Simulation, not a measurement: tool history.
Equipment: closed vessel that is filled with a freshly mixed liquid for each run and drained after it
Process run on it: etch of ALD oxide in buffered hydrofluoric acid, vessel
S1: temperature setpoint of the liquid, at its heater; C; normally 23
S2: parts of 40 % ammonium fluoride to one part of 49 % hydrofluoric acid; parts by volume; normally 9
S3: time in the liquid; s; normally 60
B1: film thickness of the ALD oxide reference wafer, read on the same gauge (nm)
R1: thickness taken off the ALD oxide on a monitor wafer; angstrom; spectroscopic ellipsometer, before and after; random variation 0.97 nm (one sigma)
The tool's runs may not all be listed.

run   hour    S1  S2  S3      B1      R1
  1      0    23   9  60     130  1358.2
  2   44.3    23   9  60     130  1387.6
  3   99.6    23   9  60  130.02  1399.1
  4  140.3    23   9  60  130.02  1387.5
  5  197.5    23  11  60  129.99  1180.5
  6  251.4  20.5   9  60  130.01  1217.7
  7  331.9    23   9  40  129.97   928.2
     347.2  -- hydrofluoric acid flow meter replaced
  8  407.6    23   9  40  130.02   899.1
  9  455.4    27   9  60  130.02  1656.3
     474.1  -- thermometer replaced
 10  532.9    23  12  85  130.03  1502.3

Expected results for the next run?
 11  635.9  23   9  60   ?   ?

B1: 130.03
R1: 1358.2 angstrom
Were there no unlogged condition in the tool, this run, its random variation unchanged, would have produced R1 1345.5 angstrom.
